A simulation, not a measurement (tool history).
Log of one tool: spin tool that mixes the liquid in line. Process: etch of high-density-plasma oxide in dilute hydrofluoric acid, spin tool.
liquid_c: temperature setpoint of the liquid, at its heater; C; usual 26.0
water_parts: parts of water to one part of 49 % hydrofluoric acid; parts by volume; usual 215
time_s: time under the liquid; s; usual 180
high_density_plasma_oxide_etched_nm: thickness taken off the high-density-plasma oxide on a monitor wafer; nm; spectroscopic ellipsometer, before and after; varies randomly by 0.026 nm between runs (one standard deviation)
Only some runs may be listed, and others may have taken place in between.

| run | day | liquid_c | water_parts | time_s | read-back film thickness of the high-density-plasma oxide reference wafer, read on the same gauge (nm) | high_density_plasma_oxide_etched_nm |
|---|---|---|---|---|---|---|
| 1 | 0.000 | 28.0 | 215 | 180 | 69.99 | 6.61 |
| 2 | 0.833 | 28.0 | 215 | 180 | 69.99 | 6.59 |
| 3 | 2.062 | 28.0 | 215 | 180 | 69.97 | 6.58 |
| 4 | 5.875 | 26.0 | 215 | 150 | 69.99 | 5.11 |
| 5 | 7.129 | 26.0 | 215 | 150 | 70.04 | 5.07 |
| 6 | 7.829 | 26.0 | 215 | 150 | 70.02 | 5.09 |
| 7 | 8.683 | 26.0 | 215 | 180 | 70.01 | 6.10 |
|  | 9.754 | gauge calibrated |
| 8 | 9.779 | 26.0 | 145 | 180 | 70.01 | 9.89 |
| 9 | 11.033 | 23.5 | 215 | 250 | 69.99 | 7.71 |
| 10 | 12.075 | 26.0 | 145 | 180 | 69.97 | 9.92 |
|  | 12.192 | hydrofluoric acid flow meter replaced |
| 11 | 12.975 | 23.5 | 260 | 180 | 69.98 | 4.70 |
| 12 | 14.317 | 26.0 | 215 | 180 | 69.99 | 6.49 |
|  | 14.562 | thermometer replaced |
| 13 | 15.179 | 29.5 | 295 | 180 | 70.01 | 4.48 |
| 14 | 16.112 | 26.0 | 215 | 150 | 69.99 | 4.97 |
| 15 | 16.792 | 26.0 | 215 | 95 | 70.00 | 3.15 |
| 16 | 18.112 | 26.0 | 215 | 180 | 70.01 | 5.97 |
| 17 | 19.221 | 22.0 | 320 | 270 | 69.97 | 4.70 |
| 18 | 19.967 | 29.5 | 215 | 180 | 70.00 | 6.70 |
| 19 | 21.108 | 22.0 | 275 | 235 | 70.01 | 4.94 |

Forecast each of these 4 alternatives for the next run:
| A | 21.129 | 26.0 | 215 | 145 | ? | ? |
| B | 21.129 | 26.0 | 140 | 180 | ? | ? |
| C | 21.129 | 30.0 | 215 | 180 | ? | ? |
| D | 21.129 | 30.5 | 175 | 115 | ? | ? |

| run | read-back film thickness of the high-density-plasma oxide reference wafer, read on the same gauge (nm) | high_density_plasma_oxide_etched_nm |
|---|---|---|
| A | 70.02 | 4.77 |
| B | 70.02 | 9.94 |
| C | 70.02 | 6.81 |
| D | 70.02 | 5.72 |
What these runs would have given with no unlogged condition in the tool:
| run | high_density_plasma_oxide_etched_nm |
|---|---|
| A | 4.79 |
| B | 9.95 |
| C | 6.83 |
| D | 5.73 |
